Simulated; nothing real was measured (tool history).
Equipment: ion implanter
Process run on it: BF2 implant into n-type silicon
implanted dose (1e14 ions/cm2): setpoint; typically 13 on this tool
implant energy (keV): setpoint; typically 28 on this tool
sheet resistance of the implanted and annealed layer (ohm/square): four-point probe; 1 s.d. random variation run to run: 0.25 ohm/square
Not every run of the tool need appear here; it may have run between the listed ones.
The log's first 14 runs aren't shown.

| run | hour | implanted dose (1e14 ions/cm2) | implant energy (keV) | wafers since the last listed run | hours since the last dose calibration | hours since the extraction supply was calibrated | hours since the gauge calibration | read-back reference wafer on the same gauge, sheet resistance | sheet resistance of the implanted and annealed layer (ohm/square) |
|---|---|---|---|---|---|---|---|---|---|
|  | 456.6 | Faraday cup replaced and dose calibrated |
| 15 | 457.1 | 13 | 28 | 666 | 0.5 | 4155.1 | 790.2 | 166.01 | 166.56 |
| 16 | 468.3 | 13 | 28 | 305 | 11.7 | 4166.3 | 801.4 | 166.05 | 166.45 |
|  | 484.1 | extraction supply calibrated |
| 17 | 485.3 | 14.24 | 33.5 | 245 | 28.7 | 1.2 | 818.4 | 166 | 148.11 |
| 18 | 512.6 | 13 | 21.5 | 745 | 56 | 28.5 | 845.7 | 166 | 192.92 |
| 19 | 548.1 | 14.5 | 23.5 | 969 | 91.5 | 64 | 881.2 | 166.01 | 181 |
| 20 | 567.2 | 14.33 | 22 | 521 | 110.6 | 83.1 | 900.3 | 166.02 | 187.94 |
| 21 | 586.7 | 13 | 24 | 532 | 130.1 | 102.6 | 919.8 | 165.93 | 181.56 |
| 22 | 617.4 | 14.7 | 35 | 838 | 160.8 | 133.3 | 950.5 | 165.95 | 143.99 |

For run 23, what comes out?
| 23 | 630 | 13 | 28 | 343 | 173.4 | 145.9 | 963.1 | ? | ? |

Run 23 came out at read-back reference wafer on the same gauge, sheet resistance 166.06, sheet resistance of the implanted and annealed layer (ohm/square) 166.49.
On a tool with no hidden condition, and with the same random variation, this run would have come out at sheet resistance of the implanted and annealed layer (ohm/square) 165.89.
